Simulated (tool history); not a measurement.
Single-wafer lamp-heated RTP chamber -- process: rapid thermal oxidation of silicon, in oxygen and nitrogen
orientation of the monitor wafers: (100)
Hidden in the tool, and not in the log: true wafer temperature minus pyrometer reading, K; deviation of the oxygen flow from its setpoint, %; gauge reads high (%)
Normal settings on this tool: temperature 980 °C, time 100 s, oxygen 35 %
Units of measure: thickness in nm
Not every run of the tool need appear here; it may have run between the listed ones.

| run | day | temperature | time | oxygen | wafers since the last listed run | wafers since the last pyrometer calibration | hours since the oxygen flow controller was replaced | hours since the gauge calibration | read-back reference wafer on the same gauge, thickness | thickness |
|---|---|---|---|---|---|---|---|---|---|---|
| 1 | 0 | 980 | 100 | 35 | 0 | 6542 | 5941.1 | 488 | 5.341 | 4.67 |
| 2 | 2.858 | 980 | 100 | 35 | 307 | 6850 | 6009.7 | 556.6 | 5.336 | 4.656 |
| 3 | 5.696 | 980 | 100 | 35 | 305 | 7156 | 6077.8 | 624.7 | 5.338 | 4.667 |
| 4 | 7.662 | 980 | 100 | 35 | 211 | 7367 | 6125 | 671.9 | 5.337 | 4.654 |
| 5 | 9.188 | 980 | 100 | 35 | 164 | 7532 | 6161.6 | 708.5 | 5.339 | 4.657 |
|  | 9.871 | pyrometer window cleaned and pyrometer calibrated |
| 6 | 10.854 | 980 | 100 | 35 | 143 | 105 | 6201.6 | 748.5 | 5.34 | 4.504 |
|  | 11.296 | gauge calibrated |
| 7 | 11.979 | 980 | 100 | 35 | 121 | 226 | 6228.6 | 16.4 | 5.341 | 4.496 |
| 8 | 14.888 | 955 | 149 | 17 | 313 | 540 | 6298.4 | 86.2 | 5.337 | 3.653 |
| 9 | 17.758 | 972 | 121 | 35 | 309 | 849 | 6367.3 | 155.1 | 5.337 | 4.649 |
| 10 | 20.692 | 980 | 100 | 35 | 315 | 1165 | 6437.7 | 225.5 | 5.341 | 4.557 |
|  | 21.204 | oxygen flow controller replaced |
| 11 | 21.883 | 969 | 121 | 19 | 92 | 1257 | 16.3 | 254.1 | 5.34 | 3.817 |
| 12 | 23.596 | 964 | 100 | 17 | 184 | 1441 | 57.4 | 295.2 | 5.344 | 3.381 |

Expected results for the next run?
| 13 | 24.621 | 980 | 52 | 17 | 110 | 1552 | 82 | 319.8 | ? | ? |

Run 13 yielded read-back reference wafer on the same gauge, thickness 5.338, thickness 2.977 nm.
With no hidden state in the tool, this same run would have given thickness 2.933 nm.

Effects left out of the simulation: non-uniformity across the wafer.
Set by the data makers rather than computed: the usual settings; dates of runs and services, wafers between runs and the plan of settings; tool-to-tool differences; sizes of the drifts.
